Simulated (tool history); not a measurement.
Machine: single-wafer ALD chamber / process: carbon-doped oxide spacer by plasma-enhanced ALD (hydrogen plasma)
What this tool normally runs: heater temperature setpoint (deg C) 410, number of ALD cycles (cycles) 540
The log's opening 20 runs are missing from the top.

run,hour,heater temperature setpoint (deg C),number of ALD cycles (cycles),wafers since the last listed run,hours since the last thermocouple change,hours since the gauge calibration,"read-back reference wafer on the same gauge, thickness_nm",mean film thickness on the monitor wafer (nm)
21,473.1,410,603,15,1482.1,867.9,21.794,30.151
22,503.6,398,624,29,1512.6,898.4,21.804,31.709
# hour 517.5: thermocouple changed; heater temperature recalibrated
23,537.6,420,434,24,20.1,932.4,21.801,20.800
# hour 553.2: gauge calibrated
24,570.8,410,540,31,53.3,17.6,21.810,26.584
25,584.9,395,607,13,67.4,31.7,21.786,30.936
26,607.7,410,540,21,90.2,54.5,21.798,26.674
27,639.7,410,540,30,122.2,86.5,21.819,26.630
28,653.5,410,459,13,136.0,100.3,21.783,22.644
29,676.0,420,481,21,158.5,122.8,21.781,23.018
30,690.7,410,540,14,173.2,137.5,21.782,26.644
31,719.3,410,540,27,201.8,166.1,21.794,26.474
32,732.7,400,600,12,215.2,179.5,21.785,30.273
33,752.7,424,498,19,235.2,199.5,21.809,23.603
34,767.6,410,540,14,250.1,214.4,21.780,26.609
35,794.9,410,540,26,277.4,241.7,21.772,26.556
36,821.7,410,505,25,304.2,268.5,21.834,24.922
37,843.0,418,634,20,325.5,289.8,21.789,30.526
38,867.5,399,577,23,350.0,314.3,21.775,29.353
39,898.0,410,505,29,380.5,344.8,21.773,24.761
40,912.3,417,492,13,394.8,359.1,21.807,23.687
41,943.9,410,540,30,426.4,390.7,21.800,26.483
42,963.3,400,627,18,445.8,410.1,21.809,31.698
43,1017.0,399,540,51,499.5,463.8,21.800,27.428

What if the next run were any one of these 5? Each begins from the tool's condition after run 43:
A,1018.2,410,482,1,500.7,465.0,?,?
B,1018.2,397,489,1,500.7,465.0,?,?
C,1018.2,399,583,1,500.7,465.0,?,?
D,1018.2,410,624,1,500.7,465.0,?,?
E,1018.2,403,469,1,500.7,465.0,?,?

run,"read-back reference wafer on the same gauge, thickness_nm",mean film thickness on the monitor wafer (nm)
A,21.793,23.791
B,21.793,24.877
C,21.793,29.638
D,21.793,30.800
E,21.793,23.590
What these runs would have given with no unlogged condition in the tool:
run,mean film thickness on the monitor wafer (nm)
A,23.785
B,24.877
C,29.631
D,30.793
E,23.585
